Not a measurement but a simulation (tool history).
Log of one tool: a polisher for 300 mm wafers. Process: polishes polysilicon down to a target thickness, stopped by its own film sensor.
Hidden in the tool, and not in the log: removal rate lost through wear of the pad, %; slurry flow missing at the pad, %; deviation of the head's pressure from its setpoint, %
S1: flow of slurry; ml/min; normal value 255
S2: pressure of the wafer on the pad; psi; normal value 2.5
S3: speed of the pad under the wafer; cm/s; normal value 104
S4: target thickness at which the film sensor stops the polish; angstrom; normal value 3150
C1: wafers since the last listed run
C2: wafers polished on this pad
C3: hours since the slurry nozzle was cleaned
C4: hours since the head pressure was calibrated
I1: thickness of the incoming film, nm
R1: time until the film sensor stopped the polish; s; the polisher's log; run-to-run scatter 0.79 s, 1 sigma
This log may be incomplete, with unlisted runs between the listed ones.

run 1 hour=0 | S1=255 S2=2.5 S3=82 S4=3150 | C1=0 C2=918 C3=395.4 C4=980.5 | I1=780.7 | R1=87.8
-- hour=5.7 worn pad replaced by a new one
run 2 hour=10.5 | S1=255 S2=2.5 S3=82 S4=3150 | C1=77 C2=56 C3=405.9 C4=991 | I1=783.9 | R1=91.7
run 3 hour=19.5 | S1=255 S2=2.5 S3=104 S4=3150 | C1=106 C2=163 C3=414.9 C4=1000 | I1=794 | R1=73.3
run 4 hour=30.1 | S1=255 S2=2.5 S3=104 S4=3150 | C1=125 C2=289 C3=425.5 C4=1010.6 | I1=790.7 | R1=71.4
run 5 hour=43.2 | S1=255 S2=2.5 S3=104 S4=3150 | C1=155 C2=444 C3=438.6 C4=1023.7 | I1=776.4 | R1=70.5
run 6 hour=55.8 | S1=255 S2=2.5 S3=104 S4=3150 | C1=149 C2=594 C3=451.2 C4=1036.3 | I1=776.9 | R1=71.2
run 7 hour=71.9 | S1=255 S2=2.5 S3=104 S4=3150 | C1=191 C2=785 C3=467.3 C4=1052.4 | I1=768.1 | R1=69.5
-- hour=89.3 worn pad replaced by a new one
run 8 hour=89.8 | S1=255 S2=2.5 S3=104 S4=3150 | C1=165 C2=5 C3=485.2 C4=1070.3 | I1=767.6 | R1=70
run 9 hour=101.5 | S1=255 S2=2.5 S3=104 S4=3150 | C1=138 C2=144 C3=496.9 C4=1082 | I1=768.6 | R1=69.6
run 10 hour=118.1 | S1=255 S2=2.5 S3=104 S4=3150 | C1=197 C2=341 C3=513.5 C4=1098.6 | I1=774.4 | R1=70.9
run 11 hour=132.1 | S1=255 S2=2.5 S3=104 S4=3150 | C1=166 C2=507 C3=527.5 C4=1112.6 | I1=771.3 | R1=70.2
run 12 hour=142.9 | S1=255 S2=2.5 S3=104 S4=3150 | C1=128 C2=636 C3=538.3 C4=1123.4 | I1=773.4 | R1=69.4
run 13 hour=158.3 | S1=255 S2=2.5 S3=104 S4=3150 | C1=182 C2=819 C3=553.7 C4=1138.8 | I1=771.9 | R1=71.1
run 14 hour=166.1 | S1=255 S2=2.5 S3=104 S4=3150 | C1=92 C2=911 C3=561.5 C4=1146.6 | I1=778.2 | R1=70.9
-- hour=171 worn pad replaced by a new one
run 15 hour=176.1 | S1=255 S2=2.5 S3=104 S4=3150 | C1=71 C2=60 C3=571.5 C4=1156.6 | I1=794.6 | R1=73.3
run 16 hour=183 | S1=255 S2=2.5 S3=104 S4=3150 | C1=81 C2=142 C3=578.4 C4=1163.5 | I1=781.9 | R1=71.7
run 17 hour=190.3 | S1=255 S2=2.5 S3=104 S4=3150 | C1=86 C2=228 C3=585.7 C4=1170.8 | I1=781.9 | R1=73.1
run 18 hour=196.9 | S1=255 S2=1.8 S3=104 S4=3150 | C1=78 C2=307 C3=592.3 C4=1177.4 | I1=767.5 | R1=89
run 19 hour=203.8 | S1=255 S2=2.5 S3=104 S4=3150 | C1=81 C2=389 C3=599.2 C4=1184.3 | I1=780 | R1=70.3
run 20 hour=218.7 | S1=325 S2=2.8 S3=104 S4=3150 | C1=176 C2=566 C3=614.1 C4=1199.2 | I1=787.4 | R1=61.7
run 21 hour=234.4 | S1=200 S2=2.5 S3=104 S4=3150 | C1=186 C2=752 C3=629.8 C4=1214.9 | I1=769.2 | R1=74.8
run 22 hour=247.5 | S1=295 S2=3.3 S3=124 S4=3650 | C1=155 C2=908 C3=642.9 C4=1228 | I1=788.3 | R1=41.4
run 23 hour=259.2 | S1=255 S2=1.9 S3=104 S4=3150 | C1=138 C2=1047 C3=654.6 C4=1239.7 | I1=786.7 | R1=90
-- hour=263.4 worn pad replaced by a new one
-- hour=263.5 slurry nozzle cleaned
run 24 hour=269.2 | S1=255 S2=2.5 S3=78 S4=3150 | C1=70 C2=67 C3=5.7 C4=1249.7 | I1=773.2 | R1=85.1
-- hour=281.6 head pressure recalibrated
run 25 hour=286.7 | S1=255 S2=2.5 S3=104 S4=1980 | C1=184 C2=251 C3=23.2 C4=5.1 | I1=783.5 | R1=83.8
run 26 hour=316.8 | S1=255 S2=2.5 S3=104 S4=2360 | C1=357 C2=609 C3=53.3 C4=35.2 | I1=763.4 | R1=76.6
run 27 hour=334.3 | S1=255 S2=1.7 S3=104 S4=3150 | C1=207 C2=817 C3=70.8 C4=52.7 | I1=783.9 | R1=90.4
-- hour=345.9 worn pad replaced by a new one
run 28 hour=347.8 | S1=215 S2=1.8 S3=76 S4=2160 | C1=112 C2=22 C3=84.3 C4=66.2 | I1=789.6 | R1=149.1
run 29 hour=359.6 | S1=255 S2=2.5 S3=104 S4=3150 | C1=140 C2=162 C3=96.1 C4=78 | I1=776.7 | R1=64.9
run 30 hour=374.2 | S1=330 S2=1.9 S3=114 S4=1560 | C1=173 C2=336 C3=110.7 C4=92.6 | I1=774.8 | R1=97.9
run 31 hour=388.4 | S1=335 S2=2.5 S3=104 S4=3150 | C1=168 C2=504 C3=124.9 C4=106.8 | I1=783.2 | R1=66.5
run 32 hour=404.5 | S1=255 S2=3.3 S3=104 S4=2580 | C1=191 C2=695 C3=141 C4=122.9 | I1=788.2 | R1=61.2
run 33 hour=412.4 | S1=255 S2=3.4 S3=104 S4=3150 | C1=93 C2=789 C3=148.9 C4=130.8 | I1=781.5 | R1=53.8
run 34 hour=425.7 | S1=255 S2=3.4 S3=104 S4=3150 | C1=157 C2=947 C3=162.2 C4=144.1 | I1=777.7 | R1=53.1
run 35 hour=433.1 | S1=255 S2=2.5 S3=104 S4=3150 | C1=87 C2=1035 C3=169.6 C4=151.5 | I1=772.1 | R1=66.2

Some steps in R1, run to run, broken into two amounts with sign: the step expected even without the hidden condition (settings, incoming material, random variation), and the rest, left for the hidden condition together with whatever gauge scatter is not in both the measured and the hidden-condition-free result:
Run 21 -> 22: S1 200 -> 295, S2 2.5 -> 3.3, S3 104 -> 124, S4 3150 -> 3650. R1 -33.4 s: hidden state -5, all else -28.4.
Run 22 -> 23: S1 295 -> 255, S2 3.3 -> 1.9, S3 124 -> 104, S4 3650 -> 3150. R1 +48.6 s: hidden state +4.6, all else +44.
Run 23 -> 24: S2 1.9 -> 2.5, S3 104 -> 78, worn pad replaced by a new one, slurry nozzle cleaned. R1 -4.9 s: hidden state -7.3, all else +2.4.
Run 27 -> 28: S1 255 -> 215, S2 1.7 -> 1.8, S3 104 -> 76, S4 3150 -> 2160, worn pad replaced by a new one. R1 +58.7 s: hidden state +2.2, all else +56.5.
Run 28 -> 29: S1 215 -> 255, S2 1.8 -> 2.5, S3 76 -> 104, S4 2160 -> 3150. R1 -84.2 s: hidden state -2.4, all else -81.8.
